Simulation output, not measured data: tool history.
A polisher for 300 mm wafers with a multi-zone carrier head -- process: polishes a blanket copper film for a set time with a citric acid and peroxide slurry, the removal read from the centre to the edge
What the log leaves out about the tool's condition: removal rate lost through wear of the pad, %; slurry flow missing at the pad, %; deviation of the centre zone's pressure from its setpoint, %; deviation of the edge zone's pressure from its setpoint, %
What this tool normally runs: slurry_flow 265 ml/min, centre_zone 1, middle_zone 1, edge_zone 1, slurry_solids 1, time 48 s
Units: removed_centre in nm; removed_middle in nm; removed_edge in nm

run   hour  slurry_flow  centre_zone  middle_zone  edge_zone  slurry_solids  time  wafers since the last listed run  wafers polished on this pad  hours since the slurry nozzle was cleaned  hours since the centre zone pressure was calibrated  hours since the edge zone pressure was calibrated  hours since the carrier head's membrane was replaced  incoming thickness of the incoming film, nm  removed_centre  removed_middle  removed_edge
  1      0          240            1            1          1              1    48                                 0                          739                                      275.8                                                142.9                                              257.5                                                 407.5                                        649.5           113.7           111.1         116.2
  2   12.1          265            1            1          1              1    40                                93                          832                                      287.9                                                  155                                              269.6                                                 419.6                                        648.1            96.6            93.2          94.7
  3     31          265            1            1          1              1    40                               145                          978                                      306.8                                                173.9                                              288.5                                                 438.5                                        651.9            98.5            94.1            97
  4   51.2          265         0.92            1          1              1    48                               155                         1133                                        327                                                194.1                                              308.7                                                 458.7                                        648.4           106.9           114.7         115.5
      60.2  -- worn pad replaced by a new one
  5   76.3          265            1            1          1              1    48                               162                          124                                      352.1                                                219.2                                              333.8                                                 483.8                                        655.9           114.7           110.4         116.4
  6  100.5          265            1            1          1              1    48                               186                          310                                      376.3                                                243.4                                                358                                                   508                                        656.6           117.9             111         116.2
  7  123.7          265            1            1          1              1    48                               178                          488                                      399.5                                                266.6                                              381.2                                                 531.2                                        655.6           117.8           113.7         117.5
     144.8  -- carrier head's membrane replaced by a new one
  8  149.2          265            1            1          1              1    48                               157                          646                                        425                                                292.1                                              406.7                                                   4.4                                        646.7           116.7           111.6         116.7
  9  165.1          265            1            1          1              1    48                               122                          768                                      440.9                                                  308                                              422.6                                                  20.3                                        659.4           116.8           113.7         114.7
     174.1  -- centre zone pressure recalibrated
     234.3  -- worn pad replaced by a new one
       253  -- edge zone pressure recalibrated
 10  260.7          335            1         1.09       1.04            1.1    48                               673                          187                                      536.5                                                 86.6                                                7.7                                                 115.9                                          664           120.1           123.5         120.6
 11  292.5          265         0.95            1       0.92           1.15    48                               244                          432                                      568.3                                                118.4                                               39.5                                                 147.7                                        654.1           110.3           111.5         113.3
 12  324.7          200            1            1          1            0.9    48                               247                          680                                      600.5                                                150.6                                               71.7                                                 179.9                                          656             105           102.3         104.3
 13  351.4          265            1            1          1           1.15    48                               205                          885                                      627.2                                                177.3                                               98.4                                                 206.6                                        650.8           115.6           111.5         118.1
 14  380.5          265            1            1          1              1    48                               223                         1109                                      656.3                                                206.4                                              127.5                                                 235.7                                        652.7           114.8           113.2           114
     392.7  -- slurry nozzle cleaned
 15  400.5          305         1.08            1       0.94              1    48                               146                         1255                                        7.8                                                226.4                                              147.5                                                 255.7                                        643.7           134.3             121         119.5
     406.2  -- worn pad replaced by a new one
 16  423.1          265            1            1          1              1    48                               143                          129                                       30.4                                                  249                                              170.1                                                 278.3                                        653.5           120.7           117.7         118.8
 17    458          265            1            1       0.91              1    48                               268                          398                                       65.3                                                283.9                                                205                                                 313.2                                        653.7           120.7           118.6         113.7
     482.8  -- centre zone pressure recalibrated
 18  490.2          180         0.95         1.05          1              1    39                               232                          630                                       97.5                                                  7.4                                              237.2                                                 345.4                                        649.9            82.3            89.5          91.1
 19  513.1          240            1            1          1              1    48                               176                          806                                      120.4                                                 30.3                                              260.1                                                 368.3                                        646.6           113.4           109.1         114.4
 20  535.6          265          0.9         0.89          1              1    33                               172                          979                                      142.9                                                 52.8                                              282.6                                                 390.8                                        650.7            70.4            76.3          82.4

Take each entry between the runs: how does the hidden state at the last listed run before it differ from the hidden state at the first listed run after it?
Runs 4 to 5: worn pad replaced by a new one (hour 60.2)
  slurry flow missing at the pad, %: 29.5 -> 30.4; deviation of the centre zone's pressure from its setpoint, %: 2.43 -> 2.77
  the result without the hidden state subtracted from the measured one, removed_centre: -3.7 -> -4 nm; removed_middle: -6.3 -> -6.2 nm; removed_edge: -4.7 -> -4.9 nm
Runs 7 to 8: carrier head's membrane replaced by a new one (hour 144.8)
  slurry flow missing at the pad, %: 31.7 -> 32.3; deviation of the centre zone's pressure from its setpoint, %: 3.41 -> 3.76
  the result without the hidden state subtracted from the measured one, removed_centre: -3.7 -> -3.6 nm; removed_middle: -6.9 -> -6.9 nm; removed_edge: -5.2 -> -5.4 nm
Runs 9 to 10: centre zone pressure recalibrated (hour 174.1); worn pad replaced by a new one (hour 234.3); edge zone pressure recalibrated (hour 253)
  slurry flow missing at the pad, %: 32.7 -> 34.3; deviation of the centre zone's pressure from its setpoint, %: 3.98 -> 0.497
  the result without the hidden state subtracted from the measured one, removed_centre: -3.5 -> -6.4 nm; removed_middle: -7.2 -> -6.5 nm; removed_edge: -5.4 -> -4.8 nm
Runs 14 to 15: slurry nozzle cleaned (hour 392.7)
  slurry flow missing at the pad, %: 35.5 -> 7.18; deviation of the centre zone's pressure from its setpoint, %: 2.12 -> 2.39
  the result without the hidden state subtracted from the measured one, removed_centre: -6.7 -> +2 nm; removed_middle: -8.2 -> -1 nm; removed_edge: -6.1 -> -0.8 nm
Runs 15 to 16: worn pad replaced by a new one (hour 406.2)
  slurry flow missing at the pad, %: 7.18 -> 10.7; deviation of the centre zone's pressure from its setpoint, %: 2.39 -> 2.7
  the result without the hidden state subtracted from the measured one, removed_centre: +2 -> +1.3 nm; removed_middle: -1 -> -1.7 nm; removed_edge: -0.8 -> -1.3 nm
Runs 17 to 18: centre zone pressure recalibrated (hour 482.8)
  slurry flow missing at the pad, %: 15.4 -> 19.1; deviation of the centre zone's pressure from its setpoint, %: 3.17 -> -0.519
  the result without the hidden state subtracted from the measured one, removed_centre: +0.8 -> -4.7 nm; removed_middle: -2.7 -> -4 nm; removed_edge: -1.9 -> -3 nm
